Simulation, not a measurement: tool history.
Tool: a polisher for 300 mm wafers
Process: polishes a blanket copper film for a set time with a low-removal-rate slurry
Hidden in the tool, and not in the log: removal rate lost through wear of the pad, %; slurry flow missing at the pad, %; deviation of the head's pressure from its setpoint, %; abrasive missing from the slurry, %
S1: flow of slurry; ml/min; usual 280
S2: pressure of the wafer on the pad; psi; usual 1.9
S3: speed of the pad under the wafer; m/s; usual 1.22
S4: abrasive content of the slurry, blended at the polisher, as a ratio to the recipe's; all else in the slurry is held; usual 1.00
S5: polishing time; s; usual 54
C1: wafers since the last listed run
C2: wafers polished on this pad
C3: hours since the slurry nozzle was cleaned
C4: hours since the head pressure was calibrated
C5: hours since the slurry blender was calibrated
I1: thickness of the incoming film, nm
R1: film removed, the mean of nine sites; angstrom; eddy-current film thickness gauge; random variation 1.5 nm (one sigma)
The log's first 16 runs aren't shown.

| run | hour | S1 | S2 | S3 | S4 | S5 | C1 | C2 | C3 | C4 | C5 | I1 | R1 |
|---|---|---|---|---|---|---|---|---|---|---|---|---|---|
| 17 | 1428.5 | 340 | 2.4 | 1.22 | 0.80 | 54 | 863 | 2330 | 186.6 | 730.7 | 330.4 | 1187.4 | 1739 |
| 18 | 1491.7 | 280 | 1.9 | 1.22 | 1.00 | 54 | 689 | 3020 | 249.8 | 793.9 | 393.6 | 1174.4 | 1416 |
|  | 1513.6 | head pressure recalibrated |
| 19 | 1543.3 | 280 | 1.9 | 1.22 | 1.10 | 44 | 541 | 3562 | 301.4 | 29.7 | 445.2 | 1203.8 | 1192 |
|  | 1576.5 | slurry blender recalibrated |
| 20 | 1604.5 | 280 | 1.9 | 1.22 | 1.00 | 54 | 646 | 4208 | 362.6 | 90.9 | 28.0 | 1193.8 | 1433 |
|  | 1657.6 | slurry nozzle cleaned |
| 21 | 1686.0 | 350 | 1.9 | 1.22 | 1.00 | 54 | 878 | 5087 | 28.4 | 172.4 | 109.5 | 1199.2 | 1443 |
|  | 1703.0 | worn pad replaced by a new one |
| 22 | 1791.9 | 280 | 2.4 | 1.56 | 1.00 | 42 | 1112 | 970 | 134.3 | 278.3 | 215.4 | 1203.6 | 1779 |
| 23 | 1856.3 | 280 | 1.5 | 1.44 | 1.10 | 40 | 703 | 1673 | 198.7 | 342.7 | 279.8 | 1169.7 | 1018 |
| 24 | 1919.5 | 185 | 1.3 | 1.22 | 1.00 | 54 | 689 | 2363 | 261.9 | 405.9 | 343.0 | 1181.0 | 954 |
| 25 | 2001.2 | 235 | 1.9 | 1.22 | 1.00 | 54 | 891 | 3255 | 343.6 | 487.6 | 424.7 | 1188.9 | 1416 |
|  | 2029.7 | slurry blender recalibrated |
| 26 | 2040.8 | 280 | 1.9 | 1.22 | 1.00 | 54 | 410 | 3665 | 383.2 | 527.2 | 11.1 | 1201.1 | 1422 |
| 27 | 2087.4 | 280 | 1.4 | 1.22 | 1.00 | 54 | 508 | 4174 | 429.8 | 573.8 | 57.7 | 1195.7 | 1074 |
|  | 2095.9 | worn pad replaced by a new one |
|  | 2127.0 | slurry nozzle cleaned |
| 28 | 2135.3 | 280 | 1.5 | 1.52 | 0.85 | 71 | 468 | 418 | 8.3 | 621.7 | 105.6 | 1204.8 | 1757 |
| 29 | 2243.2 | 280 | 1.9 | 1.22 | 1.00 | 54 | 1177 | 1596 | 116.2 | 729.6 | 213.5 | 1185.1 | 1411 |
|  | 2302.4 | head pressure recalibrated |
| 30 | 2302.9 | 280 | 1.9 | 1.22 | 1.00 | 54 | 629 | 2226 | 175.9 | 0.5 | 273.2 | 1175.1 | 1405 |

4 ways to go on from here, each from the tool as it stands after run 30. What would each give?
| A | 2303.3 | 280 | 1.9 | 1.22 | 1.00 | 54 | 4 | 2231 | 176.3 | 0.9 | 273.6 | 1212.3 | ? |
| B | 2303.3 | 280 | 1.9 | 1.22 | 0.75 | 48 | 4 | 2231 | 176.3 | 0.9 | 273.6 | 1212.3 | ? |
| C | 2303.3 | 245 | 1.9 | 1.22 | 1.10 | 54 | 4 | 2231 | 176.3 | 0.9 | 273.6 | 1212.3 | ? |
| D | 2303.3 | 280 | 1.9 | 0.86 | 1.00 | 54 | 4 | 2231 | 176.3 | 0.9 | 273.6 | 1212.3 | ? |

| run | R1 |
|---|---|
| A | 1412 |
| B | 1155 |
| C | 1437 |
| D | 995 |
Without the tool's hidden state the same runs would have given:
| run | R1 |
|---|---|
| A | 1412 |
| B | 1155 |
| C | 1437 |
| D | 995 |
